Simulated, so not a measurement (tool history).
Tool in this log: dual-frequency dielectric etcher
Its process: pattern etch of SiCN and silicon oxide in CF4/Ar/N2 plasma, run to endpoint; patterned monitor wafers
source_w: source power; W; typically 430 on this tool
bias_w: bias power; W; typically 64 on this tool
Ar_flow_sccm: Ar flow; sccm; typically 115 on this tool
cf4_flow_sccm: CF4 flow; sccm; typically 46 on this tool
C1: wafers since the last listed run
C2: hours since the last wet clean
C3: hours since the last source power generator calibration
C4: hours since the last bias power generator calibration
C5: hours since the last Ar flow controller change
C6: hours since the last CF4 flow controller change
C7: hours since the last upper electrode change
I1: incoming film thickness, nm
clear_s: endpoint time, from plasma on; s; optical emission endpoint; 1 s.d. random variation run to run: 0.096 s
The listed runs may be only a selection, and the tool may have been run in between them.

Run 1, hour 0: usual settings but bias_w 76 W; C1 0; C2 342.5; C3 4528; C4 1372.2; C5 2133.7; C6 2424.6; C7 2995.4; I1 14.43. Result: clear_s 20.6 s.
Run 2, hour 12.6: usual settings; C1 140; C2 355.1; C3 4540.6; C4 1384.8; C5 2146.3; C6 2437.2; C7 3008; I1 14.48. Result: clear_s 21.8 s.
Run 3, hour 26.8: usual settings; C1 158; C2 369.3; C3 4554.8; C4 1399; C5 2160.5; C6 2451.4; C7 3022.2; I1 14.51. Result: clear_s 22.1 s.
At hour 56.2: upper electrode replaced.
Run 4, hour 56.7: usual settings; C1 65; C2 399.2; C3 4584.7; C4 1428.9; C5 2190.4; C6 2481.3; C7 0.5; I1 14.52. Result: clear_s 22.5 s.
Run 5, hour 57: usual settings but source_w 410 W; C1 3; C2 399.5; C3 4585; C4 1429.2; C5 2190.7; C6 2481.6; C7 0.8; I1 14.4. Result: clear_s 23 s.
Run 6, hour 63.8: usual settings; C1 75; C2 406.3; C3 4591.8; C4 1436; C5 2197.5; C6 2488.4; C7 7.6; I1 14.46. Result: clear_s 22 s.
At hour 75.5: CF4 flow controller replaced.
Run 7, hour 78.5: usual settings; C1 97; C2 421; C3 4606.5; C4 1450.7; C5 2212.2; C6 3; C7 22.3; I1 14.5. Result: clear_s 22.2 s.
At hour 83.5: source power generator calibrated.
At hour 87.4: Ar flow controller replaced.
At hour 108.4: wet clean of the chamber.
Run 8, hour 108.9: usual settings; C1 16; C2 0.5; C3 25.4; C4 1481.1; C5 21.5; C6 33.4; C7 52.7; I1 14.59. Result: clear_s 20.9 s.
Run 9, hour 109.2: usual settings; C1 3; C2 0.8; C3 25.7; C4 1481.4; C5 21.8; C6 33.7; C7 53; I1 14.37. Result: clear_s 20.5 s.
At hour 118.1: bias power generator calibrated.
Run 10, hour 120.7: usual settings but source_w 330 W, cf4_flow_sccm 41 sccm; C1 83; C2 12.3; C3 37.2; C4 2.6; C5 33.3; C6 45.2; C7 64.5; I1 14.45. Result: clear_s 27.3 s.
Run 11, hour 133.9: usual settings but source_w 320 W, bias_w 71 W, cf4_flow_sccm 35 sccm; C1 147; C2 25.5; C3 50.4; C4 15.8; C5 46.5; C6 58.4; C7 77.7; I1 14.49. Result: clear_s 27.8 s.
Run 12, hour 149.5: usual settings but source_w 360 W; C1 174; C2 41.1; C3 66; C4 31.4; C5 62.1; C6 74; C7 93.3; I1 14.49. Result: clear_s 24.8 s.
Run 13, hour 162.1: usual settings but source_w 330 W, bias_w 55 W; C1 140; C2 53.7; C3 78.6; C4 44; C5 74.7; C6 86.6; C7 105.9; I1 14.53. Result: clear_s 28.4 s.
Run 14, hour 169.3: usual settings but bias_w 80 W, Ar_flow_sccm 103 sccm, cf4_flow_sccm 56 sccm; C1 80; C2 60.9; C3 85.8; C4 51.2; C5 81.9; C6 93.8; C7 113.1; I1 14.41. Result: clear_s 18.5 s.

What if the next run were any one of these 3? Each begins from the tool's condition after run 14:
Run A, hour 169.7: usual settings; C1 4; C2 61.3; C3 86.2; C4 51.6; C5 82.3; C6 94.2; C7 113.5; I1 14.47. Result: clear_s ?.
Run B, hour 169.7: usual settings but source_w 510 W, bias_w 54 W, Ar_flow_sccm 93 sccm, cf4_flow_sccm 51 sccm; C1 4; C2 61.3; C3 86.2; C4 51.6; C5 82.3; C6 94.2; C7 113.5; I1 14.47. Result: clear_s ?.
Run C, hour 169.7: usual settings but bias_w 70 W; C1 4; C2 61.3; C3 86.2; C4 51.6; C5 82.3; C6 94.2; C7 113.5; I1 14.47. Result: clear_s ?.

run  clear_s
  A       21
  B     17.6
  C     20.3
What these runs would have given with no unlogged condition in the tool:
run  clear_s
  A       21
  B     17.6
  C     20.3

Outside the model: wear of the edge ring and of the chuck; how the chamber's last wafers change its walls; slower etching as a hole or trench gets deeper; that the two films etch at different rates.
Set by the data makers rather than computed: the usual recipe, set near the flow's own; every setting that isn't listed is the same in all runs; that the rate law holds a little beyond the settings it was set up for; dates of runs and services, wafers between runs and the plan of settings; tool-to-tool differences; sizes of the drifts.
